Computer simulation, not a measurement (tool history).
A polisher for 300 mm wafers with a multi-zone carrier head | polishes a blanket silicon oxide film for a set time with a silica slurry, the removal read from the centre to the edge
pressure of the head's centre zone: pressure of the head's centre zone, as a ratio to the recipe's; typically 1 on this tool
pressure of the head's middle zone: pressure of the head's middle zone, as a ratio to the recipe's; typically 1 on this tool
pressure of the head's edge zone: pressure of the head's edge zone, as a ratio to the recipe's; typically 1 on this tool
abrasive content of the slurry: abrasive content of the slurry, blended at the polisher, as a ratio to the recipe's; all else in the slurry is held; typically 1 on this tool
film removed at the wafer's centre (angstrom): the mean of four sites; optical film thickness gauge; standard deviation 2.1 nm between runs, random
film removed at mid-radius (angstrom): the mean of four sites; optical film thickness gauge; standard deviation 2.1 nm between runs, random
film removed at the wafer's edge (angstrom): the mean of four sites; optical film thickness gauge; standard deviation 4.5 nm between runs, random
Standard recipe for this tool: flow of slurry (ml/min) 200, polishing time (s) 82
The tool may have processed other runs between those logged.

run	day	flow of slurry (ml/min)	pressure of the head's centre zone	pressure of the head's middle zone	pressure of the head's edge zone	abrasive content of the slurry	polishing time (s)	incoming thickness of the incoming film, nm	film removed at the wafer's centre (angstrom)	film removed at mid-radius (angstrom)	film removed at the wafer's edge (angstrom)
1	0	200	1	1	1	1	82	1322.8	2955	2952	3037
# day 0.417: worn pad replaced by a new one
# day 3.733: slurry nozzle cleaned
2	4.471	200	1	1	1	1	82	1312.2	2915	2993	2997
# day 8.162: edge zone pressure recalibrated
# day 12.317: worn pad replaced by a new one
3	14.542	200	1	1	1	1	82	1327.6	2891	2963	3032
4	16.267	200	1	1	1	1	82	1314.9	2852	2960	3037
5	20	200	1	1	1	1	82	1314.4	2905	2990	3101
6	21.862	200	1	1	1	1	82	1317.4	2891	2953	3014
# day 23.396: slurry nozzle cleaned
7	24.733	200	1	1	1	1	82	1286.6	2838	2978	3057
# day 25.225: worn pad replaced by a new one
8	26.862	200	1	1	1	1	82	1304.7	2859	2936	3044
9	28.796	200	1	1	1	0.95	82	1315.3	2775	2877	3009
# day 29.992: carrier head's membrane replaced by a new one
10	30.417	200	1	1	1	0.95	82	1302.1	2746	2866	2944
11	32.446	200	1	1	1	1	82	1314.5	2833	2974	3078
12	35.25	200	1	1	1	1	82	1326.3	2847	2968	3029
# day 35.958: centre zone pressure recalibrated
13	38.392	200	0.92	1	1	1	82	1293.5	2662	2946	3027
# day 38.854: worn pad replaced by a new one
# day 42.608: slurry nozzle cleaned
14	42.642	220	1	1	1	1	82	1309.7	2916	3000	3050
15	44.438	200	1	1	1.1	0.7	57	1317.3	1548	1583	1733
16	47.133	200	1	1	1	1	82	1317	2904	2949	3076
17	49.762	260	1	1.06	0.89	1	82	1334.2	2978	3217	2974
# day 50.396: edge zone pressure recalibrated
# day 51.017: worn pad replaced by a new one
18	53.862	200	1	1	1	1	82	1319.3	2892	2971	3037
19	55.642	200	1	1	0.88	1	71	1302.6	2509	2562	2509
20	58.454	200	1	1.07	1	1.2	102	1289	3923	4348	4070
21	60.204	175	1	1	0.96	0.75	82	1307.9	2255	2375	2387
# day 62.271: worn pad replaced by a new one
22	63.196	200	1	1	1	1	82	1327.3	2856	2941	3052

For each run, what was the tool's unlogged condition?
removal rate lost through wear of the pad, %: 0 across all the runs
slurry flow missing at the pad, %: 0 across all the runs
deviation of the edge zone's pressure from its setpoint, %: 0 across all the runs
H1: deviation of the centre zone's pressure from its setpoint, %
run	H1
1	0.488
2	0.291
3	-0.377
4	-0.522
5	-0.868
6	-1.06
7	-1.37
8	-1.62
9	-1.85
10	-2.06
11	-2.33
12	-2.72
13	-0.589
14	-0.649
15	-0.69
16	-0.771
17	-0.872
18	-1.07
19	-1.17
20	-1.35
21	-1.48
22	-1.71
